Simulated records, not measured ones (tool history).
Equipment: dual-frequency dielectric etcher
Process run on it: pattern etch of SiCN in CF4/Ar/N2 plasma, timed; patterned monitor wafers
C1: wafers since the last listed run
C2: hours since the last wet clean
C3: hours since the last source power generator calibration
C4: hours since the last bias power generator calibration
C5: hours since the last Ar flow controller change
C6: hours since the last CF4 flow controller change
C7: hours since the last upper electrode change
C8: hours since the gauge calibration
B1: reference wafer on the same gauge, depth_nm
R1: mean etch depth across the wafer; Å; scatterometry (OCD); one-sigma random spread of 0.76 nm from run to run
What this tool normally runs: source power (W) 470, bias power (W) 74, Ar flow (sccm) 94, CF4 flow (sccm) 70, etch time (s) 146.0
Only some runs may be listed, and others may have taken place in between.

{"run": 1, "day": 0.0, "source power (W)": 470, "bias power (W)": 74, "Ar flow (sccm)": 94, "CF4 flow (sccm)": 70, "etch time (s)": 146.0, "C1": 0, "C2": 79.5, "C3": 4977.7, "C4": 1464.0, "C5": 5338.2, "C6": 4551.7, "C7": 788.6, "C8": 3561.4, "B1": 150.3, "R1": 1386}
{"day": 1.004, "done": "source power generator calibrated"}
{"run": 2, "day": 4.108, "source power (W)": 470, "bias power (W)": 74, "Ar flow (sccm)": 94, "CF4 flow (sccm)": 70, "etch time (s)": 146.0, "C1": 1012, "C2": 178.1, "C3": 74.5, "C4": 1562.6, "C5": 5436.8, "C6": 4650.3, "C7": 887.2, "C8": 3660.0, "B1": 149.8, "R1": 1376}
{"day": 5.929, "done": "Ar flow controller replaced"}
{"day": 5.962, "done": "CF4 flow controller replaced"}
{"run": 3, "day": 6.008, "source power (W)": 470, "bias power (W)": 84, "Ar flow (sccm)": 94, "CF4 flow (sccm)": 58, "etch time (s)": 175.5, "C1": 415, "C2": 223.7, "C3": 120.1, "C4": 1608.2, "C5": 1.9, "C6": 1.1, "C7": 932.8, "C8": 3705.6, "B1": 149.8, "R1": 1661}
{"run": 4, "day": 9.879, "source power (W)": 380, "bias power (W)": 74, "Ar flow (sccm)": 88, "CF4 flow (sccm)": 55, "etch time (s)": 178.5, "C1": 993, "C2": 316.6, "C3": 213.0, "C4": 1701.1, "C5": 94.8, "C6": 94.0, "C7": 1025.7, "C8": 3798.5, "B1": 150.1, "R1": 1284}
{"run": 5, "day": 12.567, "source power (W)": 470, "bias power (W)": 74, "Ar flow (sccm)": 94, "CF4 flow (sccm)": 70, "etch time (s)": 146.0, "C1": 690, "C2": 381.1, "C3": 277.5, "C4": 1765.6, "C5": 159.3, "C6": 158.5, "C7": 1090.2, "C8": 3863.0, "B1": 150.2, "R1": 1393}
{"day": 12.762, "done": "gauge calibrated"}
{"run": 6, "day": 14.7, "source power (W)": 470, "bias power (W)": 83, "Ar flow (sccm)": 94, "CF4 flow (sccm)": 87, "etch time (s)": 146.0, "C1": 547, "C2": 432.3, "C3": 328.7, "C4": 1816.8, "C5": 210.5, "C6": 209.7, "C7": 1141.4, "C8": 46.5, "B1": 150.1, "R1": 1525}
{"run": 7, "day": 17.825, "source power (W)": 470, "bias power (W)": 74, "Ar flow (sccm)": 94, "CF4 flow (sccm)": 70, "etch time (s)": 146.0, "C1": 802, "C2": 507.3, "C3": 403.7, "C4": 1891.8, "C5": 285.5, "C6": 284.7, "C7": 1216.4, "C8": 121.5, "B1": 150.0, "R1": 1383}
{"run": 8, "day": 19.862, "source power (W)": 500, "bias power (W)": 74, "Ar flow (sccm)": 94, "CF4 flow (sccm)": 62, "etch time (s)": 146.0, "C1": 523, "C2": 556.2, "C3": 452.6, "C4": 1940.7, "C5": 334.4, "C6": 333.6, "C7": 1265.3, "C8": 170.4, "B1": 150.2, "R1": 1451}
{"day": 20.433, "done": "bias power generator calibrated"}
{"run": 9, "day": 21.429, "source power (W)": 500, "bias power (W)": 84, "Ar flow (sccm)": 94, "CF4 flow (sccm)": 70, "etch time (s)": 146.0, "C1": 359, "C2": 593.8, "C3": 490.2, "C4": 23.9, "C5": 372.0, "C6": 371.2, "C7": 1302.9, "C8": 208.0, "B1": 150.1, "R1": 1548}
{"run": 10, "day": 23.467, "source power (W)": 470, "bias power (W)": 74, "Ar flow (sccm)": 81, "CF4 flow (sccm)": 64, "etch time (s)": 146.0, "C1": 523, "C2": 642.7, "C3": 539.1, "C4": 72.8, "C5": 420.9, "C6": 420.1, "C7": 1351.8, "C8": 256.9, "B1": 150.2, "R1": 1388}
{"day": 28.608, "done": "wet clean of the chamber"}
{"run": 11, "day": 30.546, "source power (W)": 470, "bias power (W)": 74, "Ar flow (sccm)": 94, "CF4 flow (sccm)": 70, "etch time (s)": 135.0, "C1": 1560, "C2": 46.5, "C3": 709.0, "C4": 242.7, "C5": 590.8, "C6": 590.0, "C7": 1521.7, "C8": 426.8, "B1": 150.0, "R1": 1272}
{"run": 12, "day": 33.983, "source power (W)": 430, "bias power (W)": 61, "Ar flow (sccm)": 104, "CF4 flow (sccm)": 66, "etch time (s)": 146.0, "C1": 882, "C2": 129.0, "C3": 791.5, "C4": 325.2, "C5": 673.3, "C6": 672.5, "C7": 1604.2, "C8": 509.3, "B1": 150.1, "R1": 1135}
{"run": 13, "day": 36.038, "source power (W)": 470, "bias power (W)": 74, "Ar flow (sccm)": 94, "CF4 flow (sccm)": 70, "etch time (s)": 146.0, "C1": 527, "C2": 178.3, "C3": 840.8, "C4": 374.5, "C5": 722.6, "C6": 721.8, "C7": 1653.5, "C8": 558.6, "B1": 149.9, "R1": 1390}
{"run": 14, "day": 40.162, "source power (W)": 470, "bias power (W)": 74, "Ar flow (sccm)": 94, "CF4 flow (sccm)": 70, "etch time (s)": 146.0, "C1": 1059, "C2": 277.3, "C3": 939.8, "C4": 473.5, "C5": 821.6, "C6": 820.8, "C7": 1752.5, "C8": 657.6, "B1": 150.1, "R1": 1375}
{"run": 15, "day": 41.933, "source power (W)": 560, "bias power (W)": 87, "Ar flow (sccm)": 108, "CF4 flow (sccm)": 70, "etch time (s)": 168.0, "C1": 454, "C2": 319.8, "C3": 982.3, "C4": 516.0, "C5": 864.1, "C6": 863.3, "C7": 1795.0, "C8": 700.1, "B1": 149.9, "R1": 1996}
{"run": 16, "day": 43.958, "source power (W)": 470, "bias power (W)": 74, "Ar flow (sccm)": 94, "CF4 flow (sccm)": 70, "etch time (s)": 184.5, "C1": 519, "C2": 368.4, "C3": 1030.9, "C4": 564.6, "C5": 912.7, "C6": 911.9, "C7": 1843.6, "C8": 748.7, "B1": 150.0, "R1": 1763}
{"run": 17, "day": 48.379, "source power (W)": 420, "bias power (W)": 58, "Ar flow (sccm)": 112, "CF4 flow (sccm)": 60, "etch time (s)": 146.0, "C1": 1135, "C2": 474.5, "C3": 1137.0, "C4": 670.7, "C5": 1018.8, "C6": 1018.0, "C7": 1949.7, "C8": 854.8, "B1": 150.1, "R1": 1050}
{"run": 18, "day": 50.404, "source power (W)": 470, "bias power (W)": 57, "Ar flow (sccm)": 118, "CF4 flow (sccm)": 62, "etch time (s)": 146.0, "C1": 519, "C2": 523.1, "C3": 1185.6, "C4": 719.3, "C5": 1067.4, "C6": 1066.6, "C7": 1998.3, "C8": 903.4, "B1": 149.9, "R1": 1177}
{"run": 19, "day": 52.517, "source power (W)": 470, "bias power (W)": 74, "Ar flow (sccm)": 86, "CF4 flow (sccm)": 70, "etch time (s)": 174.5, "C1": 542, "C2": 573.8, "C3": 1236.3, "C4": 770.0, "C5": 1118.1, "C6": 1117.3, "C7": 2049.0, "C8": 954.1, "B1": 149.9, "R1": 1683}
{"day": 54.775, "done": "wet clean of the chamber"}
{"run": 20, "day": 54.796, "source power (W)": 470, "bias power (W)": 87, "Ar flow (sccm)": 94, "CF4 flow (sccm)": 70, "etch time (s)": 146.0, "C1": 328, "C2": 0.5, "C3": 1291.0, "C4": 824.7, "C5": 1172.8, "C6": 1172.0, "C7": 2103.7, "C8": 1008.8, "B1": 149.9, "R1": 1466}

Exercise: give the hidden state of the tool at every run:
etch rate over this chamber's usual, %: 0 on each run
source power that arrives over what is set, %: 0 on each run
bias power that arrives over what is set, %: 0 on each run
Ar flow that arrives over what is set, %: 0 on each run
CF4 flow that arrives over what is set, %: 0 on each run
gauge reads high (%): 0 on each run
